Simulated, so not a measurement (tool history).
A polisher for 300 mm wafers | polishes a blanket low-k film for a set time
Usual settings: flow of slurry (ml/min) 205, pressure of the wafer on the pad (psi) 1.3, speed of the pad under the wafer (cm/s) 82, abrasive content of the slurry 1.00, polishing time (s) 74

run,day,flow of slurry (ml/min),pressure of the wafer on the pad (psi),speed of the pad under the wafer (cm/s),abrasive content of the slurry,polishing time (s),wafers since the last listed run,wafers polished on this pad,hours since the slurry nozzle was cleaned,hours since the head pressure was calibrated,hours since the slurry blender was calibrated,hours since the conditioning disc was replaced,"incoming thickness of the incoming film, nm",film removed (Å)
1,0.000,205,1.3,82,1.00,74,0,4262,298.0,4.0,533.6,189.8,552.2,209
2,1.900,140,0.9,82,0.85,51,345,4608,343.6,49.6,579.2,235.4,558.1,98
3,4.188,155,1.7,82,1.00,74,415,5023,398.5,104.5,634.1,290.3,556.6,250
4,7.588,140,1.3,82,1.00,74,617,5641,480.1,186.1,715.7,371.9,552.4,200
# day 11.212: worn pad replaced by a new one
5,11.388,205,1.3,82,1.00,74,660,31,571.3,277.3,806.9,463.1,561.6,204
# day 11.800: slurry blender recalibrated
6,18.604,205,1.7,60,1.00,74,1296,1328,744.5,450.5,163.3,636.3,568.0,209
# day 19.288: conditioning disc replaced and pad reconditioned
# day 19.454: slurry nozzle cleaned
7,22.112,245,1.3,68,1.00,84,614,1942,63.8,534.7,247.5,67.8,561.7,209
8,24.408,205,1.3,82,1.00,74,417,2360,118.9,589.8,302.6,122.9,557.2,208
9,25.921,205,1.3,82,1.00,74,274,2635,155.2,626.1,338.9,159.2,565.6,207
10,29.771,180,1.1,82,0.70,91,699,3334,247.6,718.5,431.3,251.6,553.4,186
11,32.354,205,1.3,82,1.15,74,469,3804,309.6,780.5,493.3,313.6,557.3,222
12,36.054,205,1.0,82,0.75,74,672,4476,398.4,869.3,582.1,402.4,570.0,149
13,37.688,205,1.3,92,1.15,94,296,4773,437.6,908.5,621.3,441.6,567.1,304
# day 40.129: worn pad replaced by a new one
14,41.012,205,1.3,82,1.00,74,573,160,517.4,988.3,701.1,521.4,553.0,206
# day 42.617: slurry blender recalibrated
15,42.638,205,1.3,82,1.00,74,280,440,556.4,1027.3,0.5,560.4,566.4,211
16,46.496,235,1.3,74,1.00,57,701,1141,649.0,1119.9,93.1,653.0,561.0,151
# day 48.088: slurry nozzle cleaned
17,48.379,205,1.5,82,0.70,57,334,1476,7.0,1165.1,138.3,698.2,554.3,152
# day 50.608: head pressure recalibrated
# day 50.796: conditioning disc replaced and pad reconditioned
18,52.492,205,0.9,82,0.75,74,717,2193,105.7,45.2,237.0,40.7,556.9,137
19,55.188,205,1.3,82,0.90,74,489,2683,170.4,109.9,301.7,105.4,559.3,200
20,59.300,205,1.3,82,1.00,74,747,3430,269.1,208.6,400.4,204.1,554.9,210
21,60.817,205,1.3,82,0.85,63,275,3705,305.5,245.0,436.8,240.5,561.9,165
22,64.604,205,1.3,82,1.00,74,688,4394,396.4,335.9,527.7,331.4,572.6,207
23,69.025,205,1.3,82,1.00,74,803,5197,502.5,442.0,633.8,437.5,560.5,210

Run 24 comes next. What will it give?
# day 72.921: worn pad replaced by a new one
24,72.975,180,1.1,82,0.70,91,687,10,597.3,536.8,728.6,532.3,550.4,?

film removed (Å): 188
Without the tool's hidden state the same run would have given film removed (Å) 188.
